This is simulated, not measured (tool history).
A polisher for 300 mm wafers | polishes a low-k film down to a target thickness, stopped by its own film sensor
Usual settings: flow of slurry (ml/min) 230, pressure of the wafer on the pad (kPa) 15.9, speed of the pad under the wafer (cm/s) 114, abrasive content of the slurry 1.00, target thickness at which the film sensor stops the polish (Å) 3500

run,hour,flow of slurry (ml/min),pressure of the wafer on the pad (kPa),speed of the pad under the wafer (cm/s),abrasive content of the slurry,target thickness at which the film sensor stops the polish (Å),wafers since the last listed run,wafers polished on this pad,hours since the slurry nozzle was cleaned,hours since the head pressure was calibrated,hours since the slurry blender was calibrated,hours since the conditioning disc was replaced,"incoming thickness of the incoming film, nm",time until the film sensor stopped the polish (s)
1,0.0,230,15.9,136,0.90,3500,0,178,30.2,200.0,283.1,187.9,420.2,130.9
2,14.8,230,15.9,136,0.90,3500,109,288,45.0,214.8,297.9,202.7,419.7,130.8
3,38.5,230,15.9,114,1.00,3500,175,464,68.7,238.5,321.6,226.4,418.9,141.4
4,53.1,230,15.9,114,1.00,3500,108,572,83.3,253.1,336.2,241.0,423.1,148.7
# hour 63.0: slurry blender recalibrated
5,87.4,230,15.9,114,1.00,3500,239,812,117.6,287.4,24.4,275.3,416.4,135.4
6,120.9,230,14.5,114,1.00,3500,248,1061,151.1,320.9,57.9,308.8,426.9,170.2
# hour 140.0: worn pad replaced by a new one
7,156.5,205,15.9,114,1.00,3500,234,122,186.7,356.5,93.5,344.4,412.9,130.1
8,181.7,205,15.9,114,1.00,3500,187,309,211.9,381.7,118.7,369.6,416.8,141.1
# hour 211.0: conditioning disc replaced and pad reconditioned
9,212.8,205,15.9,114,1.00,3500,216,525,243.0,412.8,149.8,1.8,420.3,145.0
10,226.2,230,15.9,114,1.00,3500,99,625,256.4,426.2,163.2,15.2,423.0,147.4
# hour 250.5: slurry nozzle cleaned
11,251.0,205,19.3,114,1.10,3500,176,802,0.5,451.0,188.0,40.0,414.4,103.1
# hour 274.4: worn pad replaced by a new one
12,281.7,230,15.9,114,1.00,3500,198,54,31.2,481.7,218.7,70.7,422.3,144.0
13,307.1,230,15.9,114,1.00,3500,188,242,56.6,507.1,244.1,96.1,415.3,129.8
14,335.3,230,15.9,114,1.00,3500,209,452,84.8,535.3,272.3,124.3,413.1,127.0
15,349.5,200,15.9,138,0.75,3630,105,557,99.0,549.5,286.5,138.5,419.4,116.2
# hour 369.9: slurry blender recalibrated
16,380.3,230,14.5,84,1.00,3560,213,771,129.8,580.3,10.4,169.3,415.7,167.8
# hour 383.4: head pressure recalibrated
17,393.5,230,20.7,102,0.80,3500,83,854,143.0,10.1,23.6,182.5,422.4,142.8
18,416.6,230,15.9,114,1.00,3500,171,1026,166.1,33.2,46.7,205.6,418.1,138.9
# hour 431.5: worn pad replaced by a new one
19,437.1,230,15.9,80,0.75,3500,122,41,186.6,53.7,67.2,226.1,424.6,234.1
20,463.3,280,10.3,114,1.00,3500,194,236,212.8,79.9,93.4,252.3,414.2,197.4
21,479.1,230,15.9,96,1.00,3500,117,353,228.6,95.7,109.2,268.1,413.5,146.1
22,514.8,285,20.7,100,0.90,3500,265,618,264.3,131.4,144.9,303.8,417.4,121.1
# hour 524.3: conditioning disc replaced and pad reconditioned
23,534.8,230,15.9,150,0.75,3500,133,752,284.3,151.4,164.9,10.5,416.6,126.3
24,547.3,230,15.9,130,1.20,3570,92,845,296.8,163.9,177.4,23.0,412.2,93.9
# hour 572.0: slurry nozzle cleaned
25,577.4,230,15.9,114,1.00,3500,216,1061,5.4,194.0,207.5,53.1,426.7,157.7

Forecast each of these 4 alternatives for the next run:
A,577.9,230,15.9,114,1.00,3500,3,1064,5.9,194.5,208.0,53.6,418.5,?
B,577.9,195,15.9,146,1.00,3610,3,1064,5.9,194.5,208.0,53.6,418.5,?
C,577.9,275,15.9,152,0.80,3300,3,1064,5.9,194.5,208.0,53.6,418.5,?
D,577.9,230,20.0,84,1.00,3500,3,1064,5.9,194.5,208.0,53.6,418.5,?

run,time until the film sensor stopped the polish (s)
A,141.6
B,99.6
C,161.4
D,143.9
Without the tool's hidden state the same runs would have given:
run,time until the film sensor stopped the polish (s)
A,141.6
B,99.6
C,161.4
D,143.9
